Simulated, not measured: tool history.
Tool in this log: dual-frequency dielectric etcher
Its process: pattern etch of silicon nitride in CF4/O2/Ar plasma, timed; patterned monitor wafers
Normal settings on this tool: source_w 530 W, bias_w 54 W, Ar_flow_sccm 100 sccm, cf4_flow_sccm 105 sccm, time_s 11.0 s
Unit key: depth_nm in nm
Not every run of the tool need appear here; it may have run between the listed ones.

run,hour,source_w,bias_w,Ar_flow_sccm,cf4_flow_sccm,time_s,"read-back reference wafer on the same gauge, depth_nm",depth_nm
1,0.0,530,54,119,105,11.0,22.20,21.06
2,25.2,530,54,119,105,11.0,22.20,21.04
# hour 44.3: CF4 flow controller replaced
3,44.8,530,54,119,105,11.0,22.20,21.11
4,62.3,530,54,94,117,11.0,22.22,21.99
# hour 100.0: source power generator calibrated
5,100.5,530,54,94,117,11.0,22.20,21.34
6,108.8,530,54,94,117,11.0,22.21,21.34
# hour 131.7: bias power generator calibrated
7,136.1,440,54,100,105,11.0,22.19,17.76
8,151.8,620,54,100,90,11.0,22.18,23.12
9,178.4,530,54,100,105,11.0,22.19,20.85
10,202.6,530,54,100,122,11.0,22.20,21.30
11,226.0,530,54,84,105,11.0,22.21,21.37
12,243.0,530,64,100,82,13.5,22.20,26.10
# hour 270.1: upper electrode replaced
13,281.2,530,41,100,105,11.0,22.17,19.19
# hour 288.4: gauge calibrated
# hour 316.4: wet clean of the chamber
14,316.9,530,54,100,105,11.0,22.20,20.81
# hour 328.2: Ar flow controller replaced
15,338.3,530,46,100,105,9.0,22.19,16.20
16,357.2,530,54,100,114,14.0,22.20,26.72
17,376.1,530,54,100,105,11.0,22.20,20.78
18,392.7,430,54,100,105,11.0,22.19,17.56
19,417.6,460,54,100,105,8.5,22.19,14.31
20,444.6,530,54,100,105,11.0,22.20,20.93
21,462.4,450,48,121,105,9.0,22.21,13.97

Below are 4 alternative next runs, each starting from the tool's condition after run 21. Predict each:
A,462.8,530,54,100,105,11.0,?,?
B,462.8,530,54,85,82,11.0,?,?
C,462.8,530,66,100,105,11.0,?,?
D,462.8,470,54,100,97,11.0,?,?

run,"read-back reference wafer on the same gauge, depth_nm",depth_nm
A,22.20,20.92
B,22.20,20.38
C,22.20,22.43
D,22.20,18.66
What these runs would have given with no unlogged condition in the tool:
run,depth_nm
A,20.60
B,20.07
C,22.09
D,18.38
